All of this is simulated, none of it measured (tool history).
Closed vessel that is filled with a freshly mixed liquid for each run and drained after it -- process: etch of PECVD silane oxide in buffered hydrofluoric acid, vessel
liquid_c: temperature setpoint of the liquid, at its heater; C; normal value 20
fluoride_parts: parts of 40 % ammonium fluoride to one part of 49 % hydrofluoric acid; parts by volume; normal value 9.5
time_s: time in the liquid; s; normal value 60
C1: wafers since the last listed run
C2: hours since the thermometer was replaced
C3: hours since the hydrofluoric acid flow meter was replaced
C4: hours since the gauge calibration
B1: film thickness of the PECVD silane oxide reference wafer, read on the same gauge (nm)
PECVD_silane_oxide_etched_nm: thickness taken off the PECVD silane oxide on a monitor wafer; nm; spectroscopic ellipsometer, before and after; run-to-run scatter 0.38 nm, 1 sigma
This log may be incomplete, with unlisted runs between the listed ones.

run 1 day=0 | liquid_c=20 fluoride_parts=9.5 time_s=60 | C1=0 C2=1115.1 C3=321.7 C4=1092.5 | B1=70.01 | PECVD_silane_oxide_etched_nm=113.33
run 2 day=3.242 | liquid_c=20 fluoride_parts=9.5 time_s=60 | C1=8620 C2=1192.9 C3=399.5 C4=1170.3 | B1=70.01 | PECVD_silane_oxide_etched_nm=113.97
run 3 day=5.408 | liquid_c=20 fluoride_parts=9.5 time_s=60 | C1=5761 C2=1244.9 C3=451.5 C4=1222.3 | B1=69.99 | PECVD_silane_oxide_etched_nm=113.46
run 4 day=9.888 | liquid_c=20 fluoride_parts=9.5 time_s=60 | C1=11911 C2=1352.4 C3=559 C4=1329.8 | B1=70 | PECVD_silane_oxide_etched_nm=112.86
run 5 day=13.925 | liquid_c=20 fluoride_parts=9.5 time_s=60 | C1=10736 C2=1449.3 C3=655.9 C4=1426.7 | B1=70 | PECVD_silane_oxide_etched_nm=113.56
run 6 day=16.754 | liquid_c=20 fluoride_parts=9.5 time_s=45 | C1=7523 C2=1517.2 C3=723.8 C4=1494.6 | B1=70 | PECVD_silane_oxide_etched_nm=84.93
run 7 day=18.258 | liquid_c=22.5 fluoride_parts=9.5 time_s=85 | C1=3999 C2=1553.3 C3=759.9 C4=1530.7 | B1=69.99 | PECVD_silane_oxide_etched_nm=185.01
run 8 day=22.004 | liquid_c=22.5 fluoride_parts=9.5 time_s=85 | C1=9961 C2=1643.2 C3=849.8 C4=1620.6 | B1=70.01 | PECVD_silane_oxide_etched_nm=183.93
run 9 day=23.938 | liquid_c=20 fluoride_parts=9.5 time_s=50 | C1=5141 C2=1689.6 C3=896.2 C4=1667 | B1=69.99 | PECVD_silane_oxide_etched_nm=94.5
run 10 day=26.812 | liquid_c=20 fluoride_parts=9.5 time_s=50 | C1=7645 C2=1758.6 C3=965.2 C4=1736 | B1=70 | PECVD_silane_oxide_etched_nm=94.59
run 11 day=28.796 | liquid_c=20 fluoride_parts=8 time_s=60 | C1=5274 C2=1806.2 C3=1012.8 C4=1783.6 | B1=69.99 | PECVD_silane_oxide_etched_nm=131.02
run 12 day=32.175 | liquid_c=20 fluoride_parts=9.5 time_s=60 | C1=8985 C2=1887.3 C3=1093.9 C4=1864.7 | B1=69.99 | PECVD_silane_oxide_etched_nm=112.84
run 13 day=34.617 | liquid_c=20 fluoride_parts=9.5 time_s=60 | C1=6492 C2=1945.9 C3=1152.5 C4=1923.3 | B1=70.01 | PECVD_silane_oxide_etched_nm=112.81
run 14 day=36.467 | liquid_c=20 fluoride_parts=9.5 time_s=60 | C1=4919 C2=1990.3 C3=1196.9 C4=1967.7 | B1=70.02 | PECVD_silane_oxide_etched_nm=112.75
run 15 day=40.233 | liquid_c=20 fluoride_parts=9.5 time_s=60 | C1=10016 C2=2080.7 C3=1287.3 C4=2058.1 | B1=69.99 | PECVD_silane_oxide_etched_nm=112.46
run 16 day=44.617 | liquid_c=20 fluoride_parts=6 time_s=60 | C1=11656 C2=2185.9 C3=1392.5 C4=2163.3 | B1=69.99 | PECVD_silane_oxide_etched_nm=174.5
run 17 day=49.067 | liquid_c=20 fluoride_parts=6 time_s=60 | C1=11833 C2=2292.7 C3=1499.3 C4=2270.1 | B1=70 | PECVD_silane_oxide_etched_nm=173.16
run 18 day=53.558 | liquid_c=17 fluoride_parts=6 time_s=60 | C1=11944 C2=2400.5 C3=1607.1 C4=2377.9 | B1=69.99 | PECVD_silane_oxide_etched_nm=145.61
-- day=56.167 hydrofluoric acid flow meter replaced
run 19 day=56.388 | liquid_c=20 fluoride_parts=9.5 time_s=60 | C1=7412 C2=2468.4 C3=5.3 C4=2445.8 | B1=69.97 | PECVD_silane_oxide_etched_nm=114.96
run 20 day=58.633 | liquid_c=20 fluoride_parts=9.5 time_s=60 | C1=5972 C2=2522.3 C3=59.2 C4=2499.7 | B1=70.02 | PECVD_silane_oxide_etched_nm=115.01
-- day=60.071 thermometer replaced
run 21 day=61.775 | liquid_c=18 fluoride_parts=6.5 time_s=60 | C1=8243 C2=40.9 C3=134.6 C4=2575.1 | B1=70.01 | PECVD_silane_oxide_etched_nm=147.4
run 22 day=64.771 | liquid_c=18.5 fluoride_parts=13 time_s=45 | C1=7966 C2=112.8 C3=206.5 C4=2647 | B1=69.99 | PECVD_silane_oxide_etched_nm=58.65
-- day=65.508 gauge calibrated
run 23 day=67.254 | liquid_c=17 fluoride_parts=11.5 time_s=60 | C1=6603 C2=172.4 C3=266.1 C4=41.9 | B1=70.01 | PECVD_silane_oxide_etched_nm=81.17
run 24 day=69.758 | liquid_c=20 fluoride_parts=9.5 time_s=60 | C1=6659 C2=232.5 C3=326.2 C4=102 | B1=70.02 | PECVD_silane_oxide_etched_nm=112.89
run 25 day=73.967 | liquid_c=18 fluoride_parts=11.5 time_s=85 | C1=11190 C2=333.5 C3=427.2 C4=203 | B1=70.01 | PECVD_silane_oxide_etched_nm=121.57
run 26 day=78.392 | liquid_c=20 fluoride_parts=9.5 time_s=60 | C1=11767 C2=439.7 C3=533.4 C4=309.2 | B1=70.01 | PECVD_silane_oxide_etched_nm=113.68
run 27 day=81.162 | liquid_c=20 fluoride_parts=8.5 time_s=95 | C1=7368 C2=506.2 C3=599.9 C4=375.7 | B1=70 | PECVD_silane_oxide_etched_nm=196.22
run 28 day=82.696 | liquid_c=18 fluoride_parts=6 time_s=80 | C1=4077 C2=543 C3=636.7 C4=412.5 | B1=70.01 | PECVD_silane_oxide_etched_nm=208.57
run 29 day=85.292 | liquid_c=17.5 fluoride_parts=8 time_s=35 | C1=6902 C2=605.3 C3=699 C4=474.8 | B1=70.01 | PECVD_silane_oxide_etched_nm=67.35
run 30 day=87.208 | liquid_c=17.5 fluoride_parts=6 time_s=70 | C1=5096 C2=651.3 C3=745 C4=520.8 | B1=70 | PECVD_silane_oxide_etched_nm=178.21
run 31 day=90.225 | liquid_c=18.5 fluoride_parts=8.5 time_s=60 | C1=8022 C2=723.7 C3=817.4 C4=593.2 | B1=70.01 | PECVD_silane_oxide_etched_nm=113.79
run 32 day=97.35 | liquid_c=20 fluoride_parts=9.5 time_s=60 | C1=18947 C2=894.7 C3=988.4 C4=764.2 | B1=70 | PECVD_silane_oxide_etched_nm=113.75

Forecast each of these 5 alternatives for the next run:
run A day=97.379 | liquid_c=20 fluoride_parts=9.5 time_s=60 | C1=77 C2=895.4 C3=989.1 C4=764.9 | B1=? | PECVD_silane_oxide_etched_nm=?
run B day=97.379 | liquid_c=24.5 fluoride_parts=9.5 time_s=60 | C1=77 C2=895.4 C3=989.1 C4=764.9 | B1=? | PECVD_silane_oxide_etched_nm=?
run C day=97.379 | liquid_c=17 fluoride_parts=11.5 time_s=85 | C1=77 C2=895.4 C3=989.1 C4=764.9 | B1=? | PECVD_silane_oxide_etched_nm=?
run D day=97.379 | liquid_c=20 fluoride_parts=9.5 time_s=75 | C1=77 C2=895.4 C3=989.1 C4=764.9 | B1=? | PECVD_silane_oxide_etched_nm=?
run E day=97.379 | liquid_c=17 fluoride_parts=9.5 time_s=35 | C1=77 C2=895.4 C3=989.1 C4=764.9 | B1=? | PECVD_silane_oxide_etched_nm=?

run=A B1=70.02 PECVD_silane_oxide_etched_nm=112.73
run=B B1=70.02 PECVD_silane_oxide_etched_nm=144.49
run=C B1=70.02 PECVD_silane_oxide_etched_nm=113.19
run=D B1=70.02 PECVD_silane_oxide_etched_nm=140.92
run=E B1=70.02 PECVD_silane_oxide_etched_nm=55.5
With no hidden state in the tool, these same runs would have given:
run=A PECVD_silane_oxide_etched_nm=113.95
run=B PECVD_silane_oxide_etched_nm=146.04
run=C PECVD_silane_oxide_etched_nm=115.09
run=D PECVD_silane_oxide_etched_nm=142.44
run=E PECVD_silane_oxide_etched_nm=56.1
